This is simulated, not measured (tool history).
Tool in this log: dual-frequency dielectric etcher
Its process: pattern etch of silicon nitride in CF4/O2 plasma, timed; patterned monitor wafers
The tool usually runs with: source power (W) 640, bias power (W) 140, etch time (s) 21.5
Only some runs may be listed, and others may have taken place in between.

run	hour	source power (W)	bias power (W)	etch time (s)	wafers since the last listed run	hours since the last wet clean	hours since the last source power generator calibration	hours since the last bias power generator calibration	hours since the last upper electrode change	hours since the gauge calibration	read-back reference wafer on the same gauge, depth_nm	mean etch depth across the wafer (angstrom)
1	0	640	140	21.5	0	423.4	3592.4	970.8	4810.5	345.6	43.96	446.2
# hour 26.2: wet clean of the chamber
2	56.2	640	140	19	572	30	3648.6	1027	4866.7	401.8	43.98	394.9
3	105.6	640	140	21.5	877	79.4	3698	1076.4	4916.1	451.2	43.91	444.6
4	179.3	640	140	21.5	1309	153.1	3771.7	1150.1	4989.8	524.9	43.92	446.1
5	228.8	640	140	21.5	879	202.6	3821.2	1199.6	5039.3	574.4	43.88	447.9
6	294	640	140	21.5	1158	267.8	3886.4	1264.8	5104.5	639.6	43.88	452.1
7	385.8	640	140	21.5	1631	359.6	3978.2	1356.6	5196.3	731.4	43.91	449.3
# hour 435.7: wet clean of the chamber
8	448.2	750	140	21.5	682	12.5	4040.6	1419	5258.7	793.8	43.89	523.4
9	502.6	750	140	21.5	966	66.9	4095	1473.4	5313.1	848.2	43.88	527.7
10	540.1	640	122	23.5	666	104.4	4132.5	1510.9	5350.6	885.7	43.92	464.1
11	644.7	640	122	23.5	1858	209	4237.1	1615.5	5455.2	990.3	43.9	471.6
# hour 744.9: bias power generator calibrated
12	749.6	550	109	21.5	1792	313.9	4342	4.7	5560.1	1095.2	43.9	355.1
13	796.1	700	170	15	826	360.4	4388.5	51.2	5606.6	1141.7	43.89	363.4

Run 14 is up next; what results do you expect?
# hour 835.7: gauge calibrated
# hour 905.2: wet clean of the chamber
14	905.7	560	140	23.5	1521	0.5	4498.1	160.8	5716.2	70	?	?

{"run 14": {"read-back reference wafer on the same gauge, depth_nm": 43.94, "mean etch depth across the wafer (angstrom)": 420.3}}
Take away the tool's hidden state, keep the run-to-run variation as it was, and the same run would have given mean etch depth across the wafer (angstrom) 420.3.
